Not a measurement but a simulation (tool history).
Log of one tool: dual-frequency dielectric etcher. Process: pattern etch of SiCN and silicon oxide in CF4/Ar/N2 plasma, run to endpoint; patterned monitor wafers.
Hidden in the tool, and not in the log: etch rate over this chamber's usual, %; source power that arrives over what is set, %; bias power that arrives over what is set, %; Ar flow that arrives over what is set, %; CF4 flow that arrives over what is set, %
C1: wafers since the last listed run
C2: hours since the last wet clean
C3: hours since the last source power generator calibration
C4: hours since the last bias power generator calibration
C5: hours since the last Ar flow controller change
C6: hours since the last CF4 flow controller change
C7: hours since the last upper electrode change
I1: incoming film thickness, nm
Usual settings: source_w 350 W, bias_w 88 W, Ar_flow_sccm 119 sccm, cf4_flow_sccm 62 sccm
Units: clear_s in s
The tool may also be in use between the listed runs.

Run 1, day 0.000: usual settings but Ar_flow_sccm 107 sccm, cf4_flow_sccm 70 sccm; C1 0; C2 114.4; C3 1274.9; C4 992.1; C5 5875.3; C6 3753.7; C7 4831.3; I1 12.62. Result: clear_s 18.1 s.
Run 2, day 2.008: usual settings but source_w 330 W; C1 1015; C2 162.6; C3 1323.1; C4 1040.3; C5 5923.5; C6 3801.9; C7 4879.5; I1 12.64. Result: clear_s 19.8 s.
Run 3, day 3.921: usual settings but source_w 330 W; C1 966; C2 208.5; C3 1369.0; C4 1086.2; C5 5969.4; C6 3847.8; C7 4925.4; I1 12.66. Result: clear_s 19.9 s.
Run 4, day 6.971: usual settings; C1 1541; C2 281.7; C3 1442.2; C4 1159.4; C5 6042.6; C6 3921.0; C7 4998.6; I1 12.65. Result: clear_s 18.4 s.
Run 5, day 10.883: usual settings; C1 1977; C2 375.6; C3 1536.1; C4 1253.3; C5 6136.5; C6 4014.9; C7 5092.5; I1 12.83. Result: clear_s 18.7 s.
Run 6, day 13.054: usual settings; C1 1097; C2 427.7; C3 1588.2; C4 1305.4; C5 6188.6; C6 4067.0; C7 5144.6; I1 12.67. Result: clear_s 18.4 s.
Run 7, day 17.292: usual settings; C1 2142; C2 529.4; C3 1689.9; C4 1407.1; C5 6290.3; C6 4168.7; C7 5246.3; I1 12.75. Result: clear_s 18.4 s.
At day 19.921: Ar flow controller replaced.
At day 20.012: wet clean of the chamber.
At day 20.062: CF4 flow controller replaced.
Run 8, day 21.521: usual settings but bias_w 78 W; C1 1939; C2 36.2; C3 1791.4; C4 1508.6; C5 38.4; C6 35.0; C7 5347.8; I1 12.56. Result: clear_s 19.5 s.
Run 9, day 23.717: usual settings but bias_w 94 W, Ar_flow_sccm 129 sccm; C1 1110; C2 88.9; C3 1844.1; C4 1561.3; C5 91.1; C6 87.7; C7 5400.5; I1 12.58. Result: clear_s 18.3 s.
At day 25.733: upper electrode replaced, of another model than before.
Run 10, day 26.108: usual settings but bias_w 68 W, cf4_flow_sccm 55 sccm; C1 703; C2 146.3; C3 1901.5; C4 1618.7; C5 148.5; C6 145.1; C7 9.0; I1 12.74. Result: clear_s 22.3 s.
Run 11, day 28.438: usual settings but source_w 380 W, bias_w 106 W, Ar_flow_sccm 107 sccm; C1 1177; C2 202.2; C3 1957.4; C4 1674.6; C5 204.4; C6 201.0; C7 64.9; I1 12.81. Result: clear_s 14.7 s.
At day 29.392: source power generator calibrated.
Run 12, day 33.771: usual settings but source_w 390 W, cf4_flow_sccm 56 sccm; C1 2611; C2 330.2; C3 105.1; C4 1802.6; C5 332.4; C6 329.0; C7 192.9; I1 12.76. Result: clear_s 15.8 s.
At day 35.429: bias power generator calibrated.
Run 13, day 38.233: usual settings but source_w 330 W; C1 2171; C2 437.3; C3 212.2; C4 67.3; C5 439.5; C6 436.1; C7 300.0; I1 12.75. Result: clear_s 20.5 s.
Run 14, day 42.542: usual settings; C1 2177; C2 540.7; C3 315.6; C4 170.7; C5 542.9; C6 539.5; C7 403.4; I1 12.71. Result: clear_s 18.3 s.
Run 15, day 45.083: usual settings but Ar_flow_sccm 97 sccm; C1 1284; C2 601.7; C3 376.6; C4 231.7; C5 603.9; C6 600.5; C7 464.4; I1 12.61. Result: clear_s 17.8 s.

5 ways to go on from here, each from the tool as it stands after run 15. What would each give?
Run A, day 45.100: usual settings; C1 8; C2 602.1; C3 377.0; C4 232.1; C5 604.3; C6 600.9; C7 464.8; I1 12.77. Result: clear_s ?.
Run B, day 45.100: usual settings but source_w 270 W, Ar_flow_sccm 149 sccm, cf4_flow_sccm 77 sccm; C1 8; C2 602.1; C3 377.0; C4 232.1; C5 604.3; C6 600.9; C7 464.8; I1 12.77. Result: clear_s ?.
Run C, day 45.100: usual settings but bias_w 66 W, Ar_flow_sccm 98 sccm; C1 8; C2 602.1; C3 377.0; C4 232.1; C5 604.3; C6 600.9; C7 464.8; I1 12.77. Result: clear_s ?.
Run D, day 45.100: usual settings but bias_w 70 W, cf4_flow_sccm 72 sccm; C1 8; C2 602.1; C3 377.0; C4 232.1; C5 604.3; C6 600.9; C7 464.8; I1 12.77. Result: clear_s ?.
Run E, day 45.100: usual settings but source_w 430 W, bias_w 78 W, cf4_flow_sccm 69 sccm; C1 8; C2 602.1; C3 377.0; C4 232.1; C5 604.3; C6 600.9; C7 464.8; I1 12.77. Result: clear_s ?.

run  clear_s
  A     18.2
  B     30.0
  C     21.1
  D     20.4
  E     14.0
Without the tool's hidden state the same runs would have given:
run  clear_s
  A     18.9
  B     31.0
  C     21.8
  D     21.1
  E     14.5
